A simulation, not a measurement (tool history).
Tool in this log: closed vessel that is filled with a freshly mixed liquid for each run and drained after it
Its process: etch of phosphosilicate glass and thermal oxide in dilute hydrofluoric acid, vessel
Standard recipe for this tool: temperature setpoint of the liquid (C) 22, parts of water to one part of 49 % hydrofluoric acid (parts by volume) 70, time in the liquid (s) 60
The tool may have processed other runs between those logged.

run,hour,temperature setpoint of the liquid (C),parts of water to one part of 49 % hydrofluoric acid (parts by volume),time in the liquid (s),"read-back film thickness of the phosphosilicate glass reference wafer, read on the same gauge (nm)","read-back film thickness of the thermal oxide reference wafer, read on the same gauge (nm)",thickness taken off the phosphosilicate glass on a monitor wafer (Å),thickness taken off the thermal oxide on a monitor wafer (Å)
1,0,22,85,60,64.18,42.771,413.5,41.32
2,73.1,22,70,60,64.29,42.826,518.4,51.12
3,151,22,70,60,64.44,42.944,513.6,51.67
4,218.4,22,70,60,64.49,42.972,512.6,51.56
5,281,22,70,60,64.58,43.09,518,51.23
6,334.1,22,50,40,64.7,43.151,495.1,48.98
7,403,17,95,30,64.77,43.179,151.9,14.95
8,488.3,18.5,70,80,64.96,43.301,601.8,59.31
9,525,18,70,40,65.01,43.311,291.7,29.39
10,583.7,18.5,55,35,65.07,43.334,343.9,33.59
11,645.3,22,45,60,65.18,43.43,830.8,82.9
12,683.4,22,70,60,65.3,43.498,521.2,51.6
13,846.8,22,70,60,65.45,43.666,524.8,52.15
# hour 875: thermometer replaced
# hour 882.2: hydrofluoric acid flow meter replaced
14,931.7,22,60,60,65.62,43.723,630,61.67
# hour 941.7: gauge calibrated
15,990.6,22,70,90,59.13,39.428,711.1,70.62
16,1081.8,22,70,60,59.31,39.51,476.5,47.44
17,1146.1,20,35,90,59.41,39.545,1347.7,136.14
18,1231.2,22,70,75,59.51,39.697,593.1,58.98
19,1291.3,24.5,55,35,59.62,39.773,399.7,40.27
20,1386.8,22,70,60,59.73,39.842,479.4,47.38
21,1431.9,22,90,60,59.85,39.883,362.2,36.15
22,1498.2,18,95,80,60,39.948,386.9,38.61
23,1558.3,24.5,70,60,60.02,40.042,529,52.9
24,1600.1,24,95,85,60.05,40.059,524.2,52.25
25,1667.5,22,100,85,60.27,40.144,458.8,45.65

Branching from run 25: 4 alternative next runs. What would each branch give?
A,1668.2,22,70,60,?,?,?,?
B,1668.2,22,40,60,?,?,?,?
C,1668.2,26,85,85,?,?,?,?
D,1668.2,22,95,60,?,?,?,?

run,"read-back film thickness of the phosphosilicate glass reference wafer, read on the same gauge (nm)","read-back film thickness of the thermal oxide reference wafer, read on the same gauge (nm)",thickness taken off the phosphosilicate glass on a monitor wafer (Å),thickness taken off the thermal oxide on a monitor wafer (Å)
A,60.21,40.147,481.5,48.09
B,60.21,40.147,875,87.38
C,60.21,40.147,647.5,64.67
D,60.21,40.147,344.3,34.39
The same runs, with their run-to-run variation unchanged, on a tool lacking any hidden condition would have given:
run,thickness taken off the phosphosilicate glass on a monitor wafer (Å),thickness taken off the thermal oxide on a monitor wafer (Å)
A,479.9,47.93
B,872,87.09
C,645.4,64.45
D,343.1,34.27
